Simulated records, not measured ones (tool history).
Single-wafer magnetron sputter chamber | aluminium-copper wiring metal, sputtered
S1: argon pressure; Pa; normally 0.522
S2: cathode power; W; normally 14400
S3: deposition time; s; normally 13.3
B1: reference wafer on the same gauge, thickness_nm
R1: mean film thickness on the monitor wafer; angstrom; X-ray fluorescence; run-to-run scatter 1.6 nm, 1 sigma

run	hour	S1	S2	S3	B1	R1
1	0.0	0.522	14400	13.3	407.421	3301.48
2	97.7	0.639	14400	13.3	406.993	3104.68
3	174.4	0.639	14400	13.3	406.767	3256.38
4	221.4	0.639	14400	13.3	406.191	3189.45
5	324.8	0.441	14400	13.3	407.821	3541.88
6	363.2	0.441	14400	13.3	406.860	3570.00
7	450.2	0.522	13250	12.7	408.003	3024.45
8	556.8	0.478	14400	13.3	406.273	3490.18
9	597.8	0.478	14400	13.3	407.186	3468.58
10	644.5	0.522	14400	12.1	406.367	3049.68
11	709.6	0.522	14400	12.1	406.313	3000.40
12	794.4	0.522	14400	13.3	407.078	3277.44
13	836.8	0.522	14400	13.3	407.744	3276.55
14	888.7	0.522	14400	13.3	407.089	3283.02
15	980.7	0.383	14400	14.7	407.505	4169.73
16	1050.6	0.335	15600	14.8	407.128	4543.07
17	1098.1	0.420	15550	14.1	407.073	4031.04
18	1199.7	0.706	14400	13.3	405.989	2996.47
19	1273.1	0.708	16350	14.7	407.807	3596.65
20	1360.2	0.522	12650	11.2	407.034	2692.53
21	1406.5	0.406	16850	15.8	407.420	4919.76
22	1459.1	0.398	13000	13.3	407.040	3405.14
23	1506.6	0.386	11850	10.8	406.200	2548.78
24	1598.6	0.425	12400	11.1	407.029	2600.98
25	1670.8	0.713	14400	14.9	407.526	3234.04
26	1762.0	0.522	12000	13.3	407.247	3024.61
27	1868.3	0.677	16700	11.8	407.864	3025.44
28	1962.3	0.706	14400	13.3	407.854	2981.05
29	2033.8	0.677	16700	11.8	407.237	2989.56
30	2111.6	0.522	14400	13.3	406.092	3336.56

Missing from the log above: 9 entries noted between runs. For each, name the pair of listed runs it sits between and say how the tool's hidden condition differs from the listed run just before to the listed run just after:
Run 2 -> run 3: sputter target and shields replaced (hour 127.7)
  deposition rate above that of a new target (%): -6.75 -> -2.05; true argon pressure above the setpoint (%): -9.07 -> -10
  difference, measured minus the result without the unlogged condition, R1: -92.33 -> +77.94 angstrom
Run 7 -> run 8: capacitance manometer re-zeroed and calibrated (hour 497.6); sputter target and shields replaced (hour 533.4)
  deposition rate above that of a new target (%): -5.88 -> -1.21; true argon pressure above the setpoint (%): -13.5 -> -0.627
  difference, measured minus the result without the unlogged condition, R1: -37.89 -> -35.68 angstrom
Run 11 -> run 12: magnet pack replaced (hour 785.8)
  deposition rate above that of a new target (%): -4.69 -> -5.5; true argon pressure above the setpoint (%): -2.55 -> -3.62
  difference, measured minus the result without the unlogged condition, R1: -119.50 -> -146.54 angstrom
Run 14 -> run 15: sputter target and shields replaced (hour 946.8)
  deposition rate above that of a new target (%): -5.97 -> -1.62; true argon pressure above the setpoint (%): -4.81 -> -5.97
  difference, measured minus the result without the unlogged condition, R1: -149.60 -> -8.84 angstrom
Run 19 -> run 20: sputter target and shields replaced (hour 1351.8)
  deposition rate above that of a new target (%): -5.89 -> -1.66; true argon pressure above the setpoint (%): -9.65 -> -10.8
  difference, measured minus the result without the unlogged condition, R1: -45.43 -> +57.31 angstrom
Run 21 -> run 22: gauge calibrated (hour 1453.1)
  deposition rate above that of a new target (%): -3.3 -> -4.61; true argon pressure above the setpoint (%): -11.3 -> -12
  difference, measured minus the result without the unlogged condition, R1: -21.10 -> -58.63 angstrom
Run 22 -> run 23: capacitance manometer re-zeroed and calibrated (hour 1505.8)
  deposition rate above that of a new target (%): -4.61 -> -5.44; true argon pressure above the setpoint (%): -12 -> -1.72
  difference, measured minus the result without the unlogged condition, R1: -58.63 -> -135.66 angstrom
Run 25 -> run 26: sputter target and shields replaced (hour 1746.5)
  deposition rate above that of a new target (%): -6.87 -> -1.05; true argon pressure above the setpoint (%): -3.79 -> -4.94
  difference, measured minus the result without the unlogged condition, R1: -173.43 -> +20.82 angstrom
